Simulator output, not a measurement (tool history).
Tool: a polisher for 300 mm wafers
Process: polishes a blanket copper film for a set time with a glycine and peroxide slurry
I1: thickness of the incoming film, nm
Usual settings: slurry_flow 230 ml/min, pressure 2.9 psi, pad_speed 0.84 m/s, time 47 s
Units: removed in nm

{"run": 1, "hour": 0.0, "slurry_flow": 290, "pressure": 2.9, "pad_speed": 0.84, "time": 47, "I1": 1980.2, "removed": 184.3}
{"run": 2, "hour": 25.8, "slurry_flow": 290, "pressure": 2.9, "pad_speed": 0.84, "time": 47, "I1": 2017.5, "removed": 184.4}
{"hour": 37.0, "done": "slurry nozzle cleaned"}
{"hour": 70.9, "done": "worn pad replaced by a new one"}
{"run": 3, "hour": 79.5, "slurry_flow": 230, "pressure": 2.9, "pad_speed": 0.84, "time": 47, "I1": 2012.5, "removed": 195.2}
{"run": 4, "hour": 121.8, "slurry_flow": 230, "pressure": 2.9, "pad_speed": 0.84, "time": 47, "I1": 2000.8, "removed": 197.1}
{"run": 5, "hour": 155.0, "slurry_flow": 230, "pressure": 2.9, "pad_speed": 0.84, "time": 47, "I1": 2007.1, "removed": 194.8}
{"run": 6, "hour": 206.8, "slurry_flow": 230, "pressure": 2.9, "pad_speed": 0.84, "time": 47, "I1": 1989.5, "removed": 192.1}
{"run": 7, "hour": 255.0, "slurry_flow": 230, "pressure": 2.9, "pad_speed": 0.84, "time": 47, "I1": 2019.7, "removed": 187.5}
{"run": 8, "hour": 323.7, "slurry_flow": 230, "pressure": 2.9, "pad_speed": 0.84, "time": 47, "I1": 1993.0, "removed": 177.2}
{"hour": 381.9, "done": "worn pad replaced by a new one"}
{"run": 9, "hour": 393.5, "slurry_flow": 230, "pressure": 2.9, "pad_speed": 0.84, "time": 47, "I1": 1969.9, "removed": 200.3}
{"run": 10, "hour": 433.6, "slurry_flow": 230, "pressure": 2.9, "pad_speed": 0.84, "time": 47, "I1": 1997.2, "removed": 199.5}
{"run": 11, "hour": 459.9, "slurry_flow": 180, "pressure": 2.9, "pad_speed": 0.84, "time": 47, "I1": 2004.7, "removed": 191.0}
{"run": 12, "hour": 509.0, "slurry_flow": 230, "pressure": 2.9, "pad_speed": 0.84, "time": 47, "I1": 1983.3, "removed": 191.0}
{"run": 13, "hour": 552.7, "slurry_flow": 230, "pressure": 2.9, "pad_speed": 0.84, "time": 47, "I1": 1992.5, "removed": 191.2}
{"run": 14, "hour": 577.8, "slurry_flow": 230, "pressure": 2.9, "pad_speed": 0.84, "time": 47, "I1": 2004.7, "removed": 187.8}
{"hour": 586.7, "done": "head pressure recalibrated"}
{"run": 15, "hour": 637.8, "slurry_flow": 230, "pressure": 2.9, "pad_speed": 0.84, "time": 47, "I1": 2003.4, "removed": 179.9}
{"hour": 653.4, "done": "worn pad replaced by a new one, of another model than before"}
{"run": 16, "hour": 696.9, "slurry_flow": 230, "pressure": 2.1, "pad_speed": 0.68, "time": 47, "I1": 2004.6, "removed": 157.4}
{"run": 17, "hour": 750.1, "slurry_flow": 185, "pressure": 1.9, "pad_speed": 0.84, "time": 33, "I1": 1988.1, "removed": 112.7}
{"run": 18, "hour": 803.0, "slurry_flow": 230, "pressure": 2.9, "pad_speed": 0.84, "time": 47, "I1": 2032.3, "removed": 193.7}
{"run": 19, "hour": 844.1, "slurry_flow": 300, "pressure": 2.9, "pad_speed": 0.84, "time": 34, "I1": 2004.9, "removed": 137.1}
{"hour": 856.1, "done": "slurry nozzle cleaned"}
{"run": 20, "hour": 905.0, "slurry_flow": 230, "pressure": 2.9, "pad_speed": 0.84, "time": 47, "I1": 2000.4, "removed": 182.0}
{"hour": 958.1, "done": "worn pad replaced by a new one"}
{"run": 21, "hour": 958.6, "slurry_flow": 230, "pressure": 2.5, "pad_speed": 0.84, "time": 47, "I1": 2044.2, "removed": 186.9}
{"run": 22, "hour": 1011.0, "slurry_flow": 205, "pressure": 2.9, "pad_speed": 0.74, "time": 47, "I1": 1998.3, "removed": 184.8}
{"run": 23, "hour": 1055.4, "slurry_flow": 185, "pressure": 3.9, "pad_speed": 0.66, "time": 33, "I1": 1992.4, "removed": 144.6}
{"run": 24, "hour": 1084.6, "slurry_flow": 280, "pressure": 2.9, "pad_speed": 0.84, "time": 47, "I1": 2016.7, "removed": 197.3}
{"run": 25, "hour": 1116.2, "slurry_flow": 230, "pressure": 2.9, "pad_speed": 0.84, "time": 41, "I1": 2021.5, "removed": 166.2}
{"run": 26, "hour": 1183.5, "slurry_flow": 190, "pressure": 2.9, "pad_speed": 1.04, "time": 47, "I1": 2001.4, "removed": 203.2}
{"hour": 1214.7, "done": "worn pad replaced by a new one"}
{"run": 27, "hour": 1224.3, "slurry_flow": 230, "pressure": 2.9, "pad_speed": 1.02, "time": 47, "I1": 2037.8, "removed": 220.9}
{"run": 28, "hour": 1260.0, "slurry_flow": 165, "pressure": 2.9, "pad_speed": 0.84, "time": 47, "I1": 1976.8, "removed": 195.9}
{"run": 29, "hour": 1304.0, "slurry_flow": 280, "pressure": 2.9, "pad_speed": 0.84, "time": 47, "I1": 1998.7, "removed": 204.3}
{"run": 30, "hour": 1430.6, "slurry_flow": 300, "pressure": 3.4, "pad_speed": 1.0, "time": 47, "I1": 1959.9, "removed": 224.8}
{"run": 31, "hour": 1466.4, "slurry_flow": 230, "pressure": 2.6, "pad_speed": 0.84, "time": 47, "I1": 1999.8, "removed": 173.9}

3 ways to go on from here, each from the tool as it stands after run 31. What would each give?
{"run": "A", "hour": 1466.8, "slurry_flow": 230, "pressure": 2.9, "pad_speed": 0.84, "time": 47, "I1": 1975.6, "removed": "?"}
{"run": "B", "hour": 1466.8, "slurry_flow": 230, "pressure": 3.6, "pad_speed": 0.84, "time": 47, "I1": 1975.6, "removed": "?"}
{"run": "C", "hour": 1466.8, "slurry_flow": 230, "pressure": 3.3, "pad_speed": 1.02, "time": 47, "I1": 1975.6, "removed": "?"}

run=A removed=184.1
run=B removed=205.2
run=C removed=216.0
Without the tool's hidden state the same runs would have given:
run=A removed=202.1
run=B removed=225.2
run=C removed=237.1
